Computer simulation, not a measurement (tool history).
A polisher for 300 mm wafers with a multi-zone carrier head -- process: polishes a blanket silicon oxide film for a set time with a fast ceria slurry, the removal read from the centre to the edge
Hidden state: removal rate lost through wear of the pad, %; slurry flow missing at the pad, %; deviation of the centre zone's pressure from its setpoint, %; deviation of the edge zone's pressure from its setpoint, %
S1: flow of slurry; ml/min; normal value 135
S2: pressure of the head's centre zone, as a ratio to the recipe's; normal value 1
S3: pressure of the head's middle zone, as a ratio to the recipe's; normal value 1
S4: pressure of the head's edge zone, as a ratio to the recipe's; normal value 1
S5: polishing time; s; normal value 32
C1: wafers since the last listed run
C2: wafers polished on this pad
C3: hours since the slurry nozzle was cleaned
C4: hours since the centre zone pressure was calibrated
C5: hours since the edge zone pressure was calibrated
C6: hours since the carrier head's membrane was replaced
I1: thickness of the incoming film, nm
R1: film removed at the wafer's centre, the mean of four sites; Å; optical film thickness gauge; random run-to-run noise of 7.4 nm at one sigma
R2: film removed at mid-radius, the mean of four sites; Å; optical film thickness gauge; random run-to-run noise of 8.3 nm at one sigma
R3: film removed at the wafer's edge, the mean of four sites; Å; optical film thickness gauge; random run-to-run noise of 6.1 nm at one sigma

run 1 hour=0 | S1=135 S2=1 S3=1 S4=1 S5=32 | C1=0 C2=937 C3=144.5 C4=58 C5=465.2 C6=1617.2 | I1=1992.7 | R1=8496 R2=8545 R3=8507
run 2 hour=26.5 | S1=135 S2=1 S3=1 S4=1 S5=32 | C1=367 C2=1304 C3=171 C4=84.5 C5=491.7 C6=1643.7 | I1=2040.5 | R1=8480 R2=8644 R3=8653
run 3 hour=44.9 | S1=135 S2=1 S3=1 S4=1 S5=32 | C1=255 C2=1559 C3=189.4 C4=102.9 C5=510.1 C6=1662.1 | I1=2021.1 | R1=8411 R2=8448 R3=8519
run 4 hour=69.7 | S1=90 S2=0.95 S3=1 S4=1.08 S5=32 | C1=343 C2=1903 C3=214.2 C4=127.7 C5=534.9 C6=1686.9 | I1=2016.8 | R1=6952 R2=7390 R3=8113
-- hour=86.6 carrier head's membrane replaced by a new one
run 5 hour=88.1 | S1=160 S2=0.92 S3=1 S4=1.06 S5=32 | C1=185 C2=2089 C3=232.6 C4=146.1 C5=553.3 C6=1.5 | I1=2027.5 | R1=8065 R2=8955 R3=9016
run 6 hour=118.7 | S1=135 S2=1 S3=1 S4=1 S5=32 | C1=424 C2=2513 C3=263.2 C4=176.7 C5=583.9 C6=32.1 | I1=2033.6 | R1=8437 R2=8475 R3=8483
run 7 hour=136.8 | S1=135 S2=1 S3=0.93 S4=1 S5=27 | C1=250 C2=2764 C3=281.3 C4=194.8 C5=602 C6=50.2 | I1=2006.8 | R1=7102 R2=6892 R3=7190
-- hour=148 worn pad replaced by a new one
run 8 hour=162.9 | S1=135 S2=1 S3=1 S4=1 S5=32 | C1=306 C2=206 C3=307.4 C4=220.9 C5=628.1 C6=76.3 | I1=2004.1 | R1=8428 R2=8412 R3=8518
-- hour=187.5 edge zone pressure recalibrated
run 9 hour=189.6 | S1=135 S2=1 S3=1 S4=1 S5=32 | C1=342 C2=548 C3=334.1 C4=247.6 C5=2.1 C6=103 | I1=2028.9 | R1=8383 R2=8480 R3=8531
run 10 hour=211.2 | S1=135 S2=1 S3=1 S4=1 S5=32 | C1=299 C2=847 C3=355.7 C4=269.2 C5=23.7 C6=124.6 | I1=2026.6 | R1=8300 R2=8310 R3=8500
run 11 hour=235.6 | S1=150 S2=1 S3=1 S4=1 S5=32 | C1=338 C2=1186 C3=380.1 C4=293.6 C5=48.1 C6=149 | I1=2029.5 | R1=8614 R2=8609 R3=8719
run 12 hour=264.8 | S1=135 S2=1 S3=1 S4=1 S5=32 | C1=404 C2=1591 C3=409.3 C4=322.8 C5=77.3 C6=178.2 | I1=2016.2 | R1=8277 R2=8402 R3=8528
run 13 hour=278.6 | S1=95 S2=1 S3=1 S4=1 S5=32 | C1=191 C2=1782 C3=423.1 C4=336.6 C5=91.1 C6=192 | I1=2011.4 | R1=7428 R2=7455 R3=7878
-- hour=321.3 centre zone pressure recalibrated
run 14 hour=334.9 | S1=135 S2=0.93 S3=1.03 S4=1 S5=28 | C1=752 C2=2535 C3=479.4 C4=13.6 C5=147.4 C6=248.3 | I1=2037.3 | R1=6861 R2=7405 R3=7428
run 15 hour=352.5 | S1=135 S2=1 S3=1 S4=0.96 S5=32 | C1=243 C2=2779 C3=497 C4=31.2 C5=165 C6=265.9 | I1=2004.4 | R1=8261 R2=8417 R3=8230
-- hour=362.2 worn pad replaced by a new one
run 16 hour=380.4 | S1=165 S2=0.91 S3=0.91 S4=1.04 S5=32 | C1=331 C2=251 C3=524.9 C4=59.1 C5=192.9 C6=293.8 | I1=1975.4 | R1=7915 R2=8315 R3=8876
run 17 hour=399.9 | S1=135 S2=1.08 S3=1 S4=0.91 S5=32 | C1=270 C2=522 C3=544.4 C4=78.6 C5=212.4 C6=313.3 | I1=2021.5 | R1=8856 R2=8334 R3=8035
run 18 hour=420.5 | S1=120 S2=1 S3=1 S4=1.09 S5=25 | C1=285 C2=807 C3=565 C4=99.2 C5=233 C6=333.9 | I1=2034 | R1=6152 R2=6206 R3=6657
run 19 hour=449.7 | S1=135 S2=1 S3=0.97 S4=1 S5=32 | C1=404 C2=1212 C3=594.2 C4=128.4 C5=262.2 C6=363.1 | I1=2029.3 | R1=8059 R2=8005 R3=8310
run 20 hour=472.9 | S1=135 S2=1 S3=1 S4=1 S5=32 | C1=321 C2=1534 C3=617.4 C4=151.6 C5=285.4 C6=386.3 | I1=2012.9 | R1=8098 R2=8150 R3=8379
run 21 hour=496.1 | S1=135 S2=1.1 S3=1 S4=1 S5=43 | C1=321 C2=1855 C3=640.6 C4=174.8 C5=308.6 C6=409.5 | I1=2038.9 | R1=11803 R2=10986 R3=11294
run 22 hour=511.4 | S1=135 S2=1 S3=1 S4=1 S5=32 | C1=212 C2=2067 C3=655.9 C4=190.1 C5=323.9 C6=424.8 | I1=2043.8 | R1=8178 R2=8203 R3=8312
run 23 hour=543 | S1=170 S2=1 S3=1 S4=1 S5=25 | C1=438 C2=2505 C3=687.5 C4=221.7 C5=355.5 C6=456.4 | I1=2010.8 | R1=6756 R2=6815 R3=6675

3 options for the next run, each taken on its own from the tool as it stands now. Forecast them:
run A hour=543.4 | S1=135 S2=0.96 S3=1 S4=1 S5=32 | C1=5 C2=2511 C3=687.9 C4=222.1 C5=355.9 C6=456.8 | I1=2038.2 | R1=? R2=? R3=?
run B hour=543.4 | S1=135 S2=0.94 S3=1 S4=0.91 S5=32 | C1=5 C2=2511 C3=687.9 C4=222.1 C5=355.9 C6=456.8 | I1=2038.2 | R1=? R2=? R3=?
run C hour=543.4 | S1=135 S2=1 S3=1 S4=1.08 S5=28 | C1=5 C2=2511 C3=687.9 C4=222.1 C5=355.9 C6=456.8 | I1=2038.2 | R1=? R2=? R3=?

run=A R1=7596 R2=8116 R3=8306
run=B R1=7436 R2=8118 R3=7944
run=C R1=6925 R2=7100 R3=7548
With the hidden condition removed and each run's random variation left untouched, the same runs would have given:
run=A R1=8265 R2=8740 R3=8742
run=B R1=8091 R2=8742 R3=8362
run=C R1=7536 R2=7645 R3=7945
